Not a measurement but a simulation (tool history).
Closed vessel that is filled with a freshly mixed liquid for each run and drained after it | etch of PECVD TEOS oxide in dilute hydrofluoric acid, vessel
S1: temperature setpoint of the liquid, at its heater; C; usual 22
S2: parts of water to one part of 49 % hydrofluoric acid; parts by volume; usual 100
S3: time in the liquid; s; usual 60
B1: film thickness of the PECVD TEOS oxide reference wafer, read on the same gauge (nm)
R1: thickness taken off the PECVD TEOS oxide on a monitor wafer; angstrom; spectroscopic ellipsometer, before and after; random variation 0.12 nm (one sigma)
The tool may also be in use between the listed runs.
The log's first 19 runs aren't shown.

{"hour": 962.2, "done": "gauge calibrated"}
{"run": 20, "hour": 999.4, "S1": 22, "S2": 100, "S3": 45, "B1": 80.01, "R1": 102.6}
{"run": 21, "hour": 1061.1, "S1": 22, "S2": 120, "S3": 30, "B1": 80.02, "R1": 56.8}
{"run": 22, "hour": 1117.5, "S1": 17, "S2": 75, "S3": 40, "B1": 80, "R1": 102.8}
{"run": 23, "hour": 1168.1, "S1": 19.5, "S2": 140, "S3": 95, "B1": 80.03, "R1": 135.1}
{"run": 24, "hour": 1234.4, "S1": 22, "S2": 100, "S3": 60, "B1": 80.02, "R1": 139.4}
{"hour": 1259.0, "done": "hydrofluoric acid flow meter replaced"}
{"run": 25, "hour": 1305.0, "S1": 22, "S2": 100, "S3": 60, "B1": 80, "R1": 140.8}
{"run": 26, "hour": 1376.2, "S1": 26.5, "S2": 100, "S3": 40, "B1": 80.03, "R1": 110.5}
{"run": 27, "hour": 1434.2, "S1": 17, "S2": 50, "S3": 60, "B1": 80, "R1": 238.6}
{"run": 28, "hour": 1463.0, "S1": 22, "S2": 100, "S3": 60, "B1": 79.98, "R1": 139.1}
{"run": 29, "hour": 1491.7, "S1": 18.5, "S2": 130, "S3": 35, "B1": 80.02, "R1": 52.5}
{"run": 30, "hour": 1537.7, "S1": 22, "S2": 100, "S3": 60, "B1": 80.01, "R1": 139}
{"run": 31, "hour": 1580.5, "S1": 18.5, "S2": 140, "S3": 50, "B1": 80.01, "R1": 69.3}
{"run": 32, "hour": 1636.9, "S1": 19.5, "S2": 140, "S3": 85, "B1": 79.98, "R1": 120.9}
{"run": 33, "hour": 1671.4, "S1": 20.5, "S2": 100, "S3": 30, "B1": 79.98, "R1": 65.1}

Forecast each of these 4 alternatives for the next run:
{"run": "A", "hour": 1672.1, "S1": 22, "S2": 100, "S3": 60, "B1": "?", "R1": "?"}
{"run": "B", "hour": 1672.1, "S1": 24, "S2": 100, "S3": 85, "B1": "?", "R1": "?"}
{"run": "C", "hour": 1672.1, "S1": 17.5, "S2": 75, "S3": 80, "B1": "?", "R1": "?"}
{"run": "D", "hour": 1672.1, "S1": 26.5, "S2": 100, "S3": 60, "B1": "?", "R1": "?"}

run=A B1=79.99 R1=138.3
run=B B1=79.99 R1=212.3
run=C B1=79.99 R1=209.9
run=D B1=79.99 R1=165.3
Without the tool's hidden state the same runs would have given:
run=A R1=138.3
run=B R1=212.3
run=C R1=209.9
run=D R1=165.3

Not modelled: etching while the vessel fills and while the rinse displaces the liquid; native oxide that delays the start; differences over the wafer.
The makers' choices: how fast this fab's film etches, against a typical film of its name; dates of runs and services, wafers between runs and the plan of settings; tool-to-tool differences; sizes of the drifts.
